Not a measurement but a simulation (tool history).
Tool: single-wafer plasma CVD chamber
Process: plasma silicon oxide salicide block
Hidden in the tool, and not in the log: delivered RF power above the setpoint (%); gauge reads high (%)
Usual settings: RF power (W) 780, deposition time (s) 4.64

run,hour,RF power (W),deposition time (s),wafers since the last listed run,hours since the last RF generator calibration,hours since the showerhead was replaced,hours since the gauge calibration,"read-back reference wafer on the same gauge, thickness_nm",mean film thickness on the monitor wafer (Å)
1,0.0,780,4.64,0,759.9,7694.5,608.4,44.368,506.56
2,13.7,780,4.64,524,773.6,7708.2,622.1,44.446,505.81
3,32.1,780,4.64,704,792.0,7726.6,640.5,44.421,504.75
4,58.6,780,4.64,1014,818.5,7753.1,667.0,44.348,504.58
5,72.3,780,4.64,524,832.2,7766.8,680.7,44.388,501.88
6,84.9,780,4.64,482,844.8,7779.4,693.3,44.401,503.11
7,120.5,780,3.99,1363,880.4,7815.0,728.9,44.367,433.58
8,133.9,780,3.99,513,893.8,7828.4,742.3,44.391,434.90
9,154.7,780,4.64,796,914.6,7849.2,763.1,44.413,503.07
10,196.8,670,4.64,1612,956.7,7891.3,805.2,44.395,468.77
11,211.0,670,4.64,543,970.9,7905.5,819.4,44.410,467.61
12,239.0,780,4.64,1072,998.9,7933.5,847.4,44.413,503.44
13,262.7,780,4.64,907,1022.6,7957.2,871.1,44.412,501.09
14,292.2,780,4.64,1129,1052.1,7986.7,900.6,44.405,501.86
15,375.1,780,4.64,3174,1135.0,8069.6,983.5,44.427,499.36
16,400.0,780,4.64,953,1159.9,8094.5,1008.4,44.390,500.07
17,423.4,780,4.64,896,1183.3,8117.9,1031.8,44.410,499.40
18,445.6,780,4.28,850,1205.5,8140.1,1054.0,44.392,459.07
19,472.7,780,4.64,1037,1232.6,8167.2,1081.1,44.420,501.60
# hour 496.7: showerhead replaced, of another model than before
20,497.2,780,4.64,631,1257.1,0.5,1105.6,44.386,489.67
21,580.6,780,4.64,3193,1340.5,83.9,1189.0,44.406,491.19
22,684.2,780,5.12,3967,1444.1,187.5,1292.6,44.411,539.88
23,696.9,780,4.64,486,1456.8,200.2,1305.3,44.444,486.80
24,716.0,640,4.08,731,1475.9,219.3,1324.4,44.401,361.15
# hour 747.2: gauge calibrated
25,748.8,780,4.25,1256,1508.7,252.1,1.6,44.386,445.00
26,763.9,930,4.64,578,1523.8,267.2,16.7,44.372,544.56
27,793.9,780,4.25,1148,1553.8,297.2,46.7,44.462,444.47
# hour 803.1: RF generator calibrated
28,894.7,780,4.01,3553,91.6,398.0,147.5,44.381,442.93
29,911.7,910,4.05,651,108.6,415.0,164.5,44.399,493.72
30,942.4,780,4.90,1175,139.3,445.7,195.2,44.374,539.41
31,964.4,780,4.20,842,161.3,467.7,217.2,44.406,462.97
32,980.8,920,5.07,628,177.7,484.1,233.6,44.418,620.51
33,1000.0,780,5.13,735,196.9,503.3,252.8,44.346,563.43
34,1017.5,650,3.89,670,214.4,520.8,270.3,44.386,364.13
35,1042.0,780,3.90,938,238.9,545.3,294.8,44.445,426.57
36,1074.9,630,4.96,1259,271.8,578.2,327.7,44.380,448.24

3 ways to go on from here, each from the tool as it stands after run 36. What would each give?
A,1075.3,780,4.64,15,272.2,578.6,328.1,?,?
B,1075.3,780,4.96,15,272.2,578.6,328.1,?,?
C,1075.3,725,4.94,15,272.2,578.6,328.1,?,?

run,"read-back reference wafer on the same gauge, thickness_nm",mean film thickness on the monitor wafer (Å)
A,44.403,508.96
B,44.403,544.06
C,44.403,511.96
Without the tool's hidden state the same runs would have given:
run,mean film thickness on the monitor wafer (Å)
A,514.27
B,549.74
C,517.31
